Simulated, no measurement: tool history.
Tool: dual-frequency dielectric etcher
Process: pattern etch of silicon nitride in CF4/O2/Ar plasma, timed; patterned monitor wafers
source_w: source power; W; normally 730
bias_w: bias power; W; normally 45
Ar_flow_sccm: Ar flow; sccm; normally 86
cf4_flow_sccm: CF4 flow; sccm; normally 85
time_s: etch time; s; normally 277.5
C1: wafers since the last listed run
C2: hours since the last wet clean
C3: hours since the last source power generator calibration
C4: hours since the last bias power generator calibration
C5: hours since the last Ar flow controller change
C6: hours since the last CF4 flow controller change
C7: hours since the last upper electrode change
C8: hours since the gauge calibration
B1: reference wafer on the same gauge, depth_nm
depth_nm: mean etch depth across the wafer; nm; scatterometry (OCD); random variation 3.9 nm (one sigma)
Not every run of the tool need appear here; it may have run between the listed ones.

{"run": 1, "hour": 0.0, "source_w": 730, "bias_w": 45, "Ar_flow_sccm": 86, "cf4_flow_sccm": 85, "time_s": 277.5, "C1": 0, "C2": 477.1, "C3": 186.7, "C4": 384.3, "C5": 2044.9, "C6": 1476.8, "C7": 2773, "C8": 2207.4, "B1": 716.3, "depth_nm": 731.2}
{"run": 2, "hour": 58.2, "source_w": 650, "bias_w": 45, "Ar_flow_sccm": 66, "cf4_flow_sccm": 102, "time_s": 277.5, "C1": 448, "C2": 535.3, "C3": 244.9, "C4": 442.5, "C5": 2103.1, "C6": 1535, "C7": 2831.2, "C8": 2265.6, "B1": 715.4, "depth_nm": 726}
{"hour": 133.4, "done": "wet clean of the chamber"}
{"run": 3, "hour": 133.9, "source_w": 620, "bias_w": 45, "Ar_flow_sccm": 107, "cf4_flow_sccm": 85, "time_s": 277.5, "C1": 398, "C2": 0.5, "C3": 320.6, "C4": 518.2, "C5": 2178.8, "C6": 1610.7, "C7": 2906.9, "C8": 2341.3, "B1": 716, "depth_nm": 622.2}
{"run": 4, "hour": 178.9, "source_w": 730, "bias_w": 45, "Ar_flow_sccm": 86, "cf4_flow_sccm": 85, "time_s": 277.5, "C1": 347, "C2": 45.5, "C3": 365.6, "C4": 563.2, "C5": 2223.8, "C6": 1655.7, "C7": 2951.9, "C8": 2386.3, "B1": 716.2, "depth_nm": 712.3}
{"run": 5, "hour": 236.5, "source_w": 730, "bias_w": 34, "Ar_flow_sccm": 86, "cf4_flow_sccm": 85, "time_s": 277.5, "C1": 444, "C2": 103.1, "C3": 423.2, "C4": 620.8, "C5": 2281.4, "C6": 1713.3, "C7": 3009.5, "C8": 2443.9, "B1": 717.4, "depth_nm": 606.3}
{"hour": 316.4, "done": "CF4 flow controller replaced"}
{"run": 6, "hour": 325.6, "source_w": 730, "bias_w": 45, "Ar_flow_sccm": 86, "cf4_flow_sccm": 85, "time_s": 277.5, "C1": 640, "C2": 192.2, "C3": 512.3, "C4": 709.9, "C5": 2370.5, "C6": 9.2, "C7": 3098.6, "C8": 2533, "B1": 715.9, "depth_nm": 713}
{"hour": 389.8, "done": "upper electrode replaced, of another model than before"}
{"run": 7, "hour": 390.3, "source_w": 600, "bias_w": 54, "Ar_flow_sccm": 86, "cf4_flow_sccm": 85, "time_s": 223, "C1": 313, "C2": 256.9, "C3": 577, "C4": 774.6, "C5": 2435.2, "C6": 73.9, "C7": 0.5, "C8": 2597.7, "B1": 715.7, "depth_nm": 532.6}
{"run": 8, "hour": 467.4, "source_w": 730, "bias_w": 45, "Ar_flow_sccm": 107, "cf4_flow_sccm": 85, "time_s": 277.5, "C1": 594, "C2": 334, "C3": 654.1, "C4": 851.7, "C5": 2512.3, "C6": 151, "C7": 77.6, "C8": 2674.8, "B1": 716.4, "depth_nm": 691.5}
{"run": 9, "hour": 574.1, "source_w": 730, "bias_w": 45, "Ar_flow_sccm": 86, "cf4_flow_sccm": 91, "time_s": 343, "C1": 822, "C2": 440.7, "C3": 760.8, "C4": 958.4, "C5": 2619, "C6": 257.7, "C7": 184.3, "C8": 2781.5, "B1": 716.4, "depth_nm": 907.4}
{"hour": 656.4, "done": "wet clean of the chamber"}
{"hour": 669.0, "done": "gauge calibrated"}
{"run": 10, "hour": 676.3, "source_w": 730, "bias_w": 45, "Ar_flow_sccm": 86, "cf4_flow_sccm": 85, "time_s": 277.5, "C1": 603, "C2": 19.9, "C3": 863, "C4": 1060.6, "C5": 2721.2, "C6": 359.9, "C7": 286.5, "C8": 7.3, "B1": 715.9, "depth_nm": 714.5}
{"run": 11, "hour": 762.2, "source_w": 730, "bias_w": 45, "Ar_flow_sccm": 65, "cf4_flow_sccm": 65, "time_s": 277.5, "C1": 662, "C2": 105.8, "C3": 948.9, "C4": 1146.5, "C5": 2807.1, "C6": 445.8, "C7": 372.4, "C8": 93.2, "B1": 716.1, "depth_nm": 712.4}
{"hour": 955.2, "done": "Ar flow controller replaced"}
{"run": 12, "hour": 967.9, "source_w": 730, "bias_w": 45, "Ar_flow_sccm": 86, "cf4_flow_sccm": 85, "time_s": 277.5, "C1": 1540, "C2": 311.5, "C3": 1154.6, "C4": 1352.2, "C5": 12.7, "C6": 651.5, "C7": 578.1, "C8": 298.9, "B1": 716.3, "depth_nm": 723.4}
{"run": 13, "hour": 1034.4, "source_w": 730, "bias_w": 45, "Ar_flow_sccm": 86, "cf4_flow_sccm": 85, "time_s": 277.5, "C1": 512, "C2": 378, "C3": 1221.1, "C4": 1418.7, "C5": 79.2, "C6": 718, "C7": 644.6, "C8": 365.4, "B1": 714.8, "depth_nm": 722.7}
{"run": 14, "hour": 1135.6, "source_w": 730, "bias_w": 35, "Ar_flow_sccm": 86, "cf4_flow_sccm": 93, "time_s": 277.5, "C1": 780, "C2": 479.2, "C3": 1322.3, "C4": 1519.9, "C5": 180.4, "C6": 819.2, "C7": 745.8, "C8": 466.6, "B1": 716.2, "depth_nm": 685.6}
{"run": 15, "hour": 1180.9, "source_w": 730, "bias_w": 36, "Ar_flow_sccm": 86, "cf4_flow_sccm": 67, "time_s": 224.5, "C1": 349, "C2": 524.5, "C3": 1367.6, "C4": 1565.2, "C5": 225.7, "C6": 864.5, "C7": 791.1, "C8": 511.9, "B1": 716, "depth_nm": 531.5}
{"run": 16, "hour": 1232.1, "source_w": 730, "bias_w": 41, "Ar_flow_sccm": 86, "cf4_flow_sccm": 85, "time_s": 277.5, "C1": 394, "C2": 575.7, "C3": 1418.8, "C4": 1616.4, "C5": 276.9, "C6": 915.7, "C7": 842.3, "C8": 563.1, "B1": 715.9, "depth_nm": 715.6}
{"hour": 1312.1, "done": "wet clean of the chamber"}
{"run": 17, "hour": 1330.4, "source_w": 640, "bias_w": 45, "Ar_flow_sccm": 86, "cf4_flow_sccm": 73, "time_s": 277.5, "C1": 573, "C2": 18.3, "C3": 1517.1, "C4": 1714.7, "C5": 375.2, "C6": 1014, "C7": 940.6, "C8": 661.4, "B1": 717.4, "depth_nm": 635.9}
{"run": 18, "hour": 1406.7, "source_w": 890, "bias_w": 45, "Ar_flow_sccm": 86, "cf4_flow_sccm": 64, "time_s": 234.5, "C1": 588, "C2": 94.6, "C3": 1593.4, "C4": 1791, "C5": 451.5, "C6": 1090.3, "C7": 1016.9, "C8": 737.7, "B1": 716.4, "depth_nm": 669.9}
{"run": 19, "hour": 1489.7, "source_w": 730, "bias_w": 45, "Ar_flow_sccm": 86, "cf4_flow_sccm": 85, "time_s": 210, "C1": 640, "C2": 177.6, "C3": 1676.4, "C4": 1874, "C5": 534.5, "C6": 1173.3, "C7": 1099.9, "C8": 820.7, "B1": 715.8, "depth_nm": 543.9}
{"run": 20, "hour": 1589.7, "source_w": 730, "bias_w": 45, "Ar_flow_sccm": 86, "cf4_flow_sccm": 85, "time_s": 277.5, "C1": 771, "C2": 277.6, "C3": 1776.4, "C4": 1974, "C5": 634.5, "C6": 1273.3, "C7": 1199.9, "C8": 920.7, "B1": 714.9, "depth_nm": 721.8}
{"run": 21, "hour": 1664.8, "source_w": 730, "bias_w": 45, "Ar_flow_sccm": 86, "cf4_flow_sccm": 85, "time_s": 277.5, "C1": 579, "C2": 352.7, "C3": 1851.5, "C4": 2049.1, "C5": 709.6, "C6": 1348.4, "C7": 1275, "C8": 995.8, "B1": 715.9, "depth_nm": 720.4}

Below, each run's measurement less what the same run would have read without the hidden state. Both values contain the same run-to-run variation, but the gauge's scatter may not be the same in both:
The tool's hidden condition here consists of: etch rate over this chamber's usual, %; source power that arrives over what is set, %; bias power that arrives over what is set, %; Ar flow that arrives over what is set, %; CF4 flow that arrives over what is set, %; gauge reads high (%).
run=1 depth_nm=+17.6
run=2 depth_nm=+19.3
run=3 depth_nm=-3.1
run=4 depth_nm=-2
run=5 depth_nm=-0.1
run=6 depth_nm=+2.9
run=7 depth_nm=+3.7
run=8 depth_nm=+7.4
run=9 depth_nm=+14.1
run=10 depth_nm=+2.2
run=11 depth_nm=+5.1
run=12 depth_nm=+12
run=13 depth_nm=+14.2
run=14 depth_nm=+16.6
run=15 depth_nm=+14
run=16 depth_nm=+20.4
run=17 depth_nm=+0.6
run=18 depth_nm=+3
run=19 depth_nm=+4.6
run=20 depth_nm=+9.4
run=21 depth_nm=+11.9
